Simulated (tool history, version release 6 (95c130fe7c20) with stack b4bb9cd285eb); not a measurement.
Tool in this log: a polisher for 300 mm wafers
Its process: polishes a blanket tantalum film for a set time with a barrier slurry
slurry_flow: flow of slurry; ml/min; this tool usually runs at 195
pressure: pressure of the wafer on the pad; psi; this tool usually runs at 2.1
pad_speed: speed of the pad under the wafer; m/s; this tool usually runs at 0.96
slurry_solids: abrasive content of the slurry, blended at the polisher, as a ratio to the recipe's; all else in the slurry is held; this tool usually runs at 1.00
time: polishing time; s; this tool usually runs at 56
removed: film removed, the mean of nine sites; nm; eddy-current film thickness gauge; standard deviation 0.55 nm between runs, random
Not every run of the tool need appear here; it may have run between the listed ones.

run,hour,slurry_flow,pressure,pad_speed,slurry_solids,time,"incoming thickness of the incoming film, nm",removed
1,0.0,195,2.1,0.96,1.00,56,269.9,61.6
2,28.3,195,2.1,0.96,1.00,56,270.0,61.5
3,49.5,195,2.1,0.96,1.00,56,271.5,60.8
# hour 59.3: slurry blender recalibrated, repeated, since the last time left the tool worse
4,65.8,195,2.1,0.96,1.00,56,270.8,77.9
5,91.4,195,2.1,0.96,1.00,56,266.3,75.3
# hour 112.2: worn pad replaced by a new one
6,114.7,195,2.1,0.96,1.00,56,269.6,74.3
7,137.0,195,2.1,0.96,1.00,56,265.2,74.0
8,157.5,195,2.1,0.96,1.00,56,266.8,72.6
9,180.5,195,2.1,0.76,1.00,43,272.7,44.2
10,205.4,245,2.1,0.82,0.80,44,274.0,45.7
11,237.4,220,1.4,0.96,1.00,56,271.3,55.8
# hour 251.5: slurry blender recalibrated
12,254.5,195,2.1,1.10,1.00,56,270.8,88.9
13,277.4,195,2.1,0.74,1.00,63,276.1,66.2
14,307.2,230,2.1,1.12,1.20,36,265.8,60.4
# hour 325.8: slurry nozzle cleaned
# hour 345.9: worn pad replaced by a new one
15,346.4,195,2.1,0.96,1.00,56,265.8,73.7
16,378.0,215,1.8,1.26,0.80,56,268.6,79.8
17,396.1,230,2.1,1.12,1.20,36,268.7,59.3
18,410.9,195,1.7,0.96,1.00,56,272.9,62.4
19,424.2,195,2.1,0.96,0.85,41,271.8,50.3
20,443.5,145,2.7,1.26,0.80,56,269.9,101.7
# hour 458.9: slurry blender recalibrated
21,460.2,195,2.1,0.96,1.00,56,267.5,77.0
22,479.8,150,2.1,0.96,1.00,56,270.4,72.7
23,498.0,195,1.9,1.16,1.00,74,270.6,112.0
24,512.7,155,2.1,0.86,0.85,65,272.2,70.7
# hour 530.0: worn pad replaced by a new one
25,530.5,195,2.1,1.20,1.00,46,272.5,75.9
26,551.8,195,2.1,1.10,1.00,56,272.6,83.2
27,586.4,230,2.1,0.62,1.00,56,272.4,48.1
28,602.1,195,1.8,1.18,1.00,70,271.8,99.4
29,625.5,195,1.5,0.96,1.00,56,266.8,56.8
30,637.9,135,2.1,0.96,1.00,56,273.7,69.3
31,663.7,195,2.1,1.08,0.80,56,272.9,74.0

Here are 3 independent what-if runs from the current tool condition. What would each one return?
A,664.1,195,2.1,0.96,1.00,72,270.0,?
B,664.1,195,2.1,0.84,1.20,56,270.0,?
C,664.1,150,2.1,1.08,0.80,56,270.0,?

run,removed
A,92.7
B,67.2
C,71.3
The same runs, with their run-to-run variation unchanged, on a tool lacking any hidden condition would have given:
run,removed
A,100.2
B,71.9
C,78.2
